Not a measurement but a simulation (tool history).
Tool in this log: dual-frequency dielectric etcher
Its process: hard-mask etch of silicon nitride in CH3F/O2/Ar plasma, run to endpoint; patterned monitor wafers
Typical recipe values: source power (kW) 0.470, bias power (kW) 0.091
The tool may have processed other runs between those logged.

run,hour,source power (kW),bias power (kW),wafers since the last listed run,hours since the last wet clean,hours since the last source power generator calibration,hours since the last bias power generator calibration,hours since the last upper electrode change,"incoming incoming film thickness, nm",endpoint time (s)
1,0.0,0.470,0.108,0,75.7,2355.3,1321.9,1428.5,37.02,47.5
2,45.3,0.470,0.108,497,121.0,2400.6,1367.2,1473.8,36.66,47.2
3,112.5,0.510,0.076,737,188.2,2467.8,1434.4,1541.0,36.50,50.5
4,142.2,0.510,0.076,326,217.9,2497.5,1464.1,1570.7,37.07,51.5
5,202.0,0.560,0.091,656,277.7,2557.3,1523.9,1630.5,36.42,45.3
6,236.7,0.560,0.091,381,312.4,2592.0,1558.6,1665.2,36.51,45.7
7,277.5,0.470,0.106,448,353.2,2632.8,1599.4,1706.0,36.77,47.2
8,339.5,0.470,0.106,680,415.2,2694.8,1661.4,1768.0,36.72,47.5
9,397.3,0.470,0.091,634,473.0,2752.6,1719.2,1825.8,36.89,50.1
10,465.9,0.550,0.078,753,541.6,2821.2,1787.8,1894.4,36.60,48.3
11,506.5,0.470,0.091,445,582.2,2861.8,1828.4,1935.0,36.56,49.5
# hour 558.3: wet clean of the chamber
12,558.8,0.470,0.091,310,0.5,2914.1,1880.7,1987.3,36.60,49.7
13,590.5,0.470,0.091,348,32.2,2945.8,1912.4,2019.0,36.64,49.8
# hour 672.3: upper electrode replaced
14,672.8,0.470,0.091,640,114.5,3028.1,1994.7,0.5,36.70,49.6
15,712.5,0.520,0.109,435,154.2,3067.8,2034.4,40.2,36.39,44.4
16,767.0,0.520,0.109,598,208.7,3122.3,2088.9,94.7,36.57,44.4
17,799.4,0.510,0.076,355,241.1,3154.7,2121.3,127.1,36.37,50.0
18,849.0,0.470,0.091,544,290.7,3204.3,2170.9,176.7,36.68,50.1
19,893.5,0.470,0.091,488,335.2,3248.8,2215.4,221.2,36.44,49.6
20,933.9,0.550,0.068,443,375.6,3289.2,2255.8,261.6,36.62,50.4
21,961.1,0.550,0.078,298,402.8,3316.4,2283.0,288.8,36.59,48.8
22,1018.5,0.510,0.081,630,460.2,3373.8,2340.4,346.2,36.70,49.4
23,1084.3,0.550,0.102,722,526.0,3439.6,2406.2,412.0,36.38,44.0
24,1114.8,0.410,0.108,334,556.5,3470.1,2436.7,442.5,36.73,50.4
# hour 1167.3: wet clean of the chamber
25,1167.8,0.470,0.091,318,0.5,3523.1,2489.7,495.5,36.55,49.6
# hour 1176.6: source power generator calibrated
# hour 1191.1: bias power generator calibrated
26,1192.1,0.520,0.082,178,24.8,15.5,1.0,519.8,36.94,49.4
27,1248.1,0.470,0.091,614,80.8,71.5,57.0,575.8,36.83,49.9
28,1318.0,0.500,0.091,767,150.7,141.4,126.9,645.7,36.83,48.3
29,1360.0,0.380,0.091,461,192.7,183.4,168.9,687.7,36.44,54.9
30,1412.8,0.560,0.109,579,245.5,236.2,221.7,740.5,36.82,43.2
31,1537.6,0.380,0.074,1370,370.3,361.0,346.5,865.3,36.50,59.0
32,1609.3,0.470,0.102,787,442.0,432.7,418.2,937.0,36.88,48.5
33,1676.0,0.470,0.098,732,508.7,499.4,484.9,1003.7,36.50,48.2

Each row is a separate what-if for the run after 33, all from the same tool condition, not one after another. Results?
A,1676.4,0.470,0.104,4,509.1,499.8,485.3,1004.1,36.52,?
B,1676.4,0.350,0.072,4,509.1,499.8,485.3,1004.1,36.52,?
C,1676.4,0.530,0.070,4,509.1,499.8,485.3,1004.1,36.52,?
D,1676.4,0.370,0.099,4,509.1,499.8,485.3,1004.1,36.52,?

run,endpoint time (s)
A,47.2
B,61.8
C,50.5
D,54.1
Take away the tool's hidden state, keep each run's random variation, and the runs would have read:
run,endpoint time (s)
A,47.2
B,61.8
C,50.5
D,54.1

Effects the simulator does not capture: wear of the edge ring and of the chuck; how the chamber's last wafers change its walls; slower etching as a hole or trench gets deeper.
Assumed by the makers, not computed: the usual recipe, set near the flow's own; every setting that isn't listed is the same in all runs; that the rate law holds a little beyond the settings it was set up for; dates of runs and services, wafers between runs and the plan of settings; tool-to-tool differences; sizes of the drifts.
